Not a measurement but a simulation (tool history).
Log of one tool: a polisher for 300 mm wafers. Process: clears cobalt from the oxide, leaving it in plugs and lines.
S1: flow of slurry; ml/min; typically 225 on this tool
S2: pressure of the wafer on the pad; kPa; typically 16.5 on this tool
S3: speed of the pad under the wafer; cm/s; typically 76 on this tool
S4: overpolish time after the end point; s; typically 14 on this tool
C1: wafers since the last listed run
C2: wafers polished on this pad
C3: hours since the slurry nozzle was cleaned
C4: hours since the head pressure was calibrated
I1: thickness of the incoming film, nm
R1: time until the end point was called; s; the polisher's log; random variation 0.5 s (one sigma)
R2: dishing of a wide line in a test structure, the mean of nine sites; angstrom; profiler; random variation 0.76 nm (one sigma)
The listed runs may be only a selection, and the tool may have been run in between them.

{"run": 1, "hour": 0.0, "S1": 225, "S2": 16.5, "S3": 96, "S4": 14, "C1": 0, "C2": 1810, "C3": 334.7, "C4": 225.9, "I1": 234.7, "R1": 43.2, "R2": 403}
{"run": 2, "hour": 74.8, "S1": 225, "S2": 16.5, "S3": 96, "S4": 14, "C1": 496, "C2": 2306, "C3": 409.5, "C4": 300.7, "I1": 228.6, "R1": 41.9, "R2": 425}
{"run": 3, "hour": 127.4, "S1": 225, "S2": 16.5, "S3": 76, "S4": 14, "C1": 349, "C2": 2655, "C3": 462.1, "C4": 353.3, "I1": 227.8, "R1": 52.3, "R2": 360}
{"run": 4, "hour": 204.9, "S1": 225, "S2": 16.5, "S3": 76, "S4": 14, "C1": 514, "C2": 3169, "C3": 539.6, "C4": 430.8, "I1": 229.0, "R1": 53.3, "R2": 364}
{"hour": 283.2, "done": "worn pad replaced by a new one"}
{"run": 5, "hour": 310.9, "S1": 225, "S2": 16.5, "S3": 76, "S4": 14, "C1": 676, "C2": 183, "C3": 645.6, "C4": 536.8, "I1": 231.2, "R1": 54.6, "R2": 374}
{"hour": 399.4, "done": "slurry nozzle cleaned"}
{"run": 6, "hour": 519.4, "S1": 225, "S2": 16.5, "S3": 76, "S4": 14, "C1": 1376, "C2": 1560, "C3": 120.0, "C4": 745.3, "I1": 226.1, "R1": 53.2, "R2": 367}
{"run": 7, "hour": 594.5, "S1": 225, "S2": 16.5, "S3": 76, "S4": 14, "C1": 498, "C2": 2059, "C3": 195.1, "C4": 820.4, "I1": 231.4, "R1": 55.5, "R2": 359}
{"run": 8, "hour": 694.1, "S1": 225, "S2": 16.5, "S3": 76, "S4": 14, "C1": 660, "C2": 2719, "C3": 294.7, "C4": 920.0, "I1": 227.2, "R1": 54.1, "R2": 374}
{"run": 9, "hour": 790.0, "S1": 225, "S2": 16.5, "S3": 60, "S4": 14, "C1": 636, "C2": 3356, "C3": 390.6, "C4": 1015.9, "I1": 226.5, "R1": 69.1, "R2": 302}
{"hour": 876.6, "done": "worn pad replaced by a new one"}
{"run": 10, "hour": 877.1, "S1": 225, "S2": 16.5, "S3": 60, "S4": 14, "C1": 551, "C2": 3, "C3": 477.7, "C4": 1103.0, "I1": 230.5, "R1": 70.7, "R2": 308}
{"run": 11, "hour": 959.1, "S1": 275, "S2": 16.5, "S3": 76, "S4": 14, "C1": 544, "C2": 547, "C3": 559.7, "C4": 1185.0, "I1": 228.7, "R1": 54.3, "R2": 360}
{"run": 12, "hour": 1023.1, "S1": 275, "S2": 16.5, "S3": 76, "S4": 14, "C1": 424, "C2": 971, "C3": 623.7, "C4": 1249.0, "I1": 228.3, "R1": 55.2, "R2": 361}
{"hour": 1028.9, "done": "head pressure recalibrated"}
{"run": 13, "hour": 1079.9, "S1": 180, "S2": 16.5, "S3": 76, "S4": 14, "C1": 363, "C2": 1335, "C3": 680.5, "C4": 51.0, "I1": 225.1, "R1": 61.7, "R2": 337}
{"hour": 1132.5, "done": "slurry nozzle cleaned"}
{"run": 14, "hour": 1146.5, "S1": 225, "S2": 16.5, "S3": 76, "S4": 19, "C1": 435, "C2": 1770, "C3": 14.0, "C4": 117.6, "I1": 232.3, "R1": 61.1, "R2": 398}
{"run": 15, "hour": 1204.8, "S1": 225, "S2": 16.5, "S3": 76, "S4": 19, "C1": 386, "C2": 2157, "C3": 72.3, "C4": 175.9, "I1": 230.1, "R1": 62.0, "R2": 410}
{"run": 16, "hour": 1263.6, "S1": 225, "S2": 16.5, "S3": 76, "S4": 19, "C1": 390, "C2": 2547, "C3": 131.1, "C4": 234.7, "I1": 232.1, "R1": 62.6, "R2": 393}
{"hour": 1329.1, "done": "worn pad replaced by a new one"}
{"hour": 1348.1, "done": "head pressure recalibrated, repeated, since the last time left the tool worse"}
{"run": 17, "hour": 1364.0, "S1": 155, "S2": 15.2, "S3": 70, "S4": 22, "C1": 626, "C2": 218, "C3": 231.5, "C4": 15.9, "I1": 230.8, "R1": 64.7, "R2": 416}
{"run": 18, "hour": 1420.3, "S1": 225, "S2": 16.5, "S3": 76, "S4": 6, "C1": 373, "C2": 592, "C3": 287.8, "C4": 72.2, "I1": 233.0, "R1": 53.3, "R2": 204}
{"run": 19, "hour": 1518.1, "S1": 190, "S2": 14.5, "S3": 54, "S4": 10, "C1": 648, "C2": 1240, "C3": 385.6, "C4": 170.0, "I1": 225.3, "R1": 84.0, "R2": 213}
{"run": 20, "hour": 1594.2, "S1": 225, "S2": 12.4, "S3": 82, "S4": 22, "C1": 504, "C2": 1745, "C3": 461.7, "C4": 246.1, "I1": 226.1, "R1": 63.3, "R2": 423}
{"run": 21, "hour": 1663.9, "S1": 225, "S2": 16.5, "S3": 76, "S4": 14, "C1": 462, "C2": 2208, "C3": 531.4, "C4": 315.8, "I1": 233.9, "R1": 53.5, "R2": 369}
{"run": 22, "hour": 1750.7, "S1": 150, "S2": 12.4, "S3": 54, "S4": 14, "C1": 575, "C2": 2784, "C3": 618.2, "C4": 402.6, "I1": 231.8, "R1": 105.1, "R2": 237}
{"run": 23, "hour": 1841.5, "S1": 225, "S2": 16.5, "S3": 90, "S4": 14, "C1": 602, "C2": 3386, "C3": 709.0, "C4": 493.4, "I1": 228.4, "R1": 45.4, "R2": 390}
{"hour": 1859.2, "done": "worn pad replaced by a new one"}
{"hour": 1897.8, "done": "slurry nozzle cleaned"}
{"run": 24, "hour": 1938.5, "S1": 225, "S2": 21.4, "S3": 52, "S4": 14, "C1": 610, "C2": 519, "C3": 40.7, "C4": 590.4, "I1": 227.8, "R1": 60.5, "R2": 333}
{"run": 25, "hour": 2017.0, "S1": 225, "S2": 16.5, "S3": 86, "S4": 14, "C1": 520, "C2": 1040, "C3": 119.2, "C4": 668.9, "I1": 229.2, "R1": 47.9, "R2": 379}
{"run": 26, "hour": 2268.6, "S1": 290, "S2": 16.5, "S3": 76, "S4": 14, "C1": 1669, "C2": 2709, "C3": 370.8, "C4": 920.5, "I1": 232.5, "R1": 54.1, "R2": 374}
{"run": 27, "hour": 2312.9, "S1": 295, "S2": 13.1, "S3": 102, "S4": 9, "C1": 293, "C2": 3003, "C3": 415.1, "C4": 964.8, "I1": 232.5, "R1": 51.7, "R2": 292}
{"run": 28, "hour": 2355.1, "S1": 225, "S2": 16.5, "S3": 76, "S4": 14, "C1": 279, "C2": 3283, "C3": 457.3, "C4": 1007.0, "I1": 230.4, "R1": 55.1, "R2": 369}
{"hour": 2391.7, "done": "worn pad replaced by a new one"}
{"run": 29, "hour": 2403.3, "S1": 225, "S2": 13.8, "S3": 76, "S4": 14, "C1": 293, "C2": 77, "C3": 505.5, "C4": 1055.2, "I1": 226.5, "R1": 65.1, "R2": 310}
{"run": 30, "hour": 2467.1, "S1": 270, "S2": 20.0, "S3": 76, "S4": 14, "C1": 423, "C2": 500, "C3": 569.3, "C4": 1119.0, "I1": 229.8, "R1": 46.1, "R2": 409}
{"run": 31, "hour": 2534.4, "S1": 225, "S2": 16.5, "S3": 76, "S4": 14, "C1": 446, "C2": 946, "C3": 636.6, "C4": 1186.3, "I1": 230.7, "R1": 55.9, "R2": 361}
{"hour": 2591.1, "done": "slurry nozzle cleaned"}
{"run": 32, "hour": 2640.6, "S1": 225, "S2": 16.5, "S3": 76, "S4": 11, "C1": 698, "C2": 1644, "C3": 49.5, "C4": 1292.5, "I1": 226.6, "R1": 54.8, "R2": 316}

How would selected steps in R1 from run to run divide? Give the signed amount a tool lacking its hidden state would still show from settings, what came in and random variation, and the signed amount left for the hidden state, including any gauge scatter that is not in both of the compared results.
Unlogged tool condition in this case: removal rate lost through wear of the pad, %; slurry flow missing at the pad, %; deviation of the head's pressure from its setpoint, %.
Run 8 -> 9: S3 76 -> 60. R1 +15.0 s: hidden state +1.2, all else +13.8.
Run 12 -> 13: S1 275 -> 180, head pressure recalibrated. R1 +6.5 s: hidden state +4.8, all else +1.7.
Run 16 -> 17: S1 225 -> 155, S2 16.5 -> 15.2, S3 76 -> 70, S4 19 -> 22, worn pad replaced by a new one, head pressure recalibrated, repeated, since the last time left the tool worse. R1 +2.1 s: hidden state -9.4, all else +11.5.
Run 18 -> 19: S1 225 -> 190, S2 16.5 -> 14.5, S3 76 -> 54, S4 6 -> 10. R1 +30.7 s: hidden state +0.4, all else +30.3.
Run 21 -> 22: S1 225 -> 150, S2 16.5 -> 12.4, S3 76 -> 54. R1 +51.6 s: hidden state +1.1, all else +50.5.
Run 22 -> 23: S1 150 -> 225, S2 12.4 -> 16.5, S3 54 -> 90. R1 -59.7 s: hidden state -0.8, all else -58.9.
